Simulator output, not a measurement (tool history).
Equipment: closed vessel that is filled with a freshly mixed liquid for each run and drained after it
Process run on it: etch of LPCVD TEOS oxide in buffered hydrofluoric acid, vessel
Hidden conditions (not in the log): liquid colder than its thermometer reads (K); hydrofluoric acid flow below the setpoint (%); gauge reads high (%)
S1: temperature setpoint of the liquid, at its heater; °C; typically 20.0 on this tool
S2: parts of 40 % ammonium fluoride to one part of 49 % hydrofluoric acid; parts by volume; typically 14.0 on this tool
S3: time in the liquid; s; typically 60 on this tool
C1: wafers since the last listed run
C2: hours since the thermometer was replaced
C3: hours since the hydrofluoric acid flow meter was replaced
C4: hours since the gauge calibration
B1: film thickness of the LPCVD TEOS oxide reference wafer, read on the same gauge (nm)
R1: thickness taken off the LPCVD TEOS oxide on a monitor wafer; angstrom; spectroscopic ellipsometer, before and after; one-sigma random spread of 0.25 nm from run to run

run   hour    S1    S2  S3    C1      C2     C3     C4      B1      R1
  1    0.0  20.0  14.0  60     0  2262.1  533.6  192.6  150.01   673.4
  2    6.3  20.0  14.0  60   867  2268.4  539.9  198.9  150.03   683.2
      18.3  -- gauge calibrated
  3   21.9  20.0  14.0  60  2147  2284.0  555.5    3.6  150.00   678.5
  4   37.3  20.0  14.0  60  2119  2299.4  570.9   19.0  150.00   683.1
  5   53.2  20.0  14.0  60  2188  2315.3  586.8   34.9  150.02   674.7
  6   86.4  20.0  14.0  60  4569  2348.5  620.0   68.1  150.03   679.3
  7   97.4  20.0  14.0  60  1514  2359.5  631.0   79.1  150.00   678.0
  8  105.3  20.0  14.0  60  1087  2367.4  638.9   87.0  150.05   682.7
  9  121.5  20.0  14.0  60  2229  2383.6  655.1  103.2  149.96   681.3
 10  132.6  17.5  10.0  60  1527  2394.7  666.2  114.3  150.01   819.1
     146.2  -- hydrofluoric acid flow meter replaced
 11  146.7  17.5  10.0  60  1803  2408.8    0.5  128.4  150.00   818.8
 12  160.9  17.5  10.0  60  1954  2423.0   14.7  142.6  150.00   823.9
 13  170.1  20.0  14.0  60  1266  2432.2   23.9  151.8  150.02   678.8
 14  178.4  17.5  11.5  85  1142  2440.5   32.2  160.1  149.97  1012.0
 15  205.3  18.5   9.5  60  3702  2467.4   59.1  187.0  149.97   897.2
     210.6  -- gauge calibrated
 16  212.9  20.0  14.0  60  1046  2475.0   66.7    2.3  150.00   681.8
 17  223.9  17.5  10.0  60  1514  2486.0   77.7   13.3  149.99   821.1
 18  240.9  20.0  11.5  60  2339  2503.0   94.7   30.3  150.01   820.6
     245.8  -- thermometer replaced
 19  253.0  18.5  17.0  30  1527     7.2  106.8   42.4  149.96   259.2
 20  260.0  20.0  14.0  60   963    14.2  113.8   49.4  150.02   685.7
 21  275.5  21.5  14.0  45  2133    29.7  129.3   64.9  150.03   553.8
 22  283.8  20.0   8.5  50  1142    38.0  137.6   73.2  149.93   895.9
 23  291.3  17.0  14.0  60  1032    45.5  145.1   80.7  149.95   572.5
 24  302.1  22.0  17.0  60  1486    56.3  155.9   91.5  150.01   624.3
 25  308.5  20.0  17.0  45   880    62.7  162.3   97.9  150.02   418.9
 26  321.8  20.0  14.0  60  1830    76.0  175.6  111.2  149.96   678.4
 27  329.8  17.0  12.0  75  1101    84.0  183.6  119.2  150.01   831.7

Consider 4 possible next runs. They are alternatives, not a sequence: every one starts from the tool as it was left by run 27. What does each give?
  A  330.5  20.0  14.0  60  96  84.7  184.3  119.9   ?   ?
  B  330.5  20.0  19.5  80  96  84.7  184.3  119.9   ?   ?
  C  330.5  22.0  11.5  75  96  84.7  184.3  119.9   ?   ?
  D  330.5  21.5  14.0  60  96  84.7  184.3  119.9   ?   ?

run      B1      R1
  A  150.03   678.8
  B  150.03   652.9
  C  150.03  1149.9
  D  150.03   738.0
What these runs would have given with no unlogged condition in the tool:
run      R1
  A   678.8
  B   652.9
  C  1149.9
  D   738.0

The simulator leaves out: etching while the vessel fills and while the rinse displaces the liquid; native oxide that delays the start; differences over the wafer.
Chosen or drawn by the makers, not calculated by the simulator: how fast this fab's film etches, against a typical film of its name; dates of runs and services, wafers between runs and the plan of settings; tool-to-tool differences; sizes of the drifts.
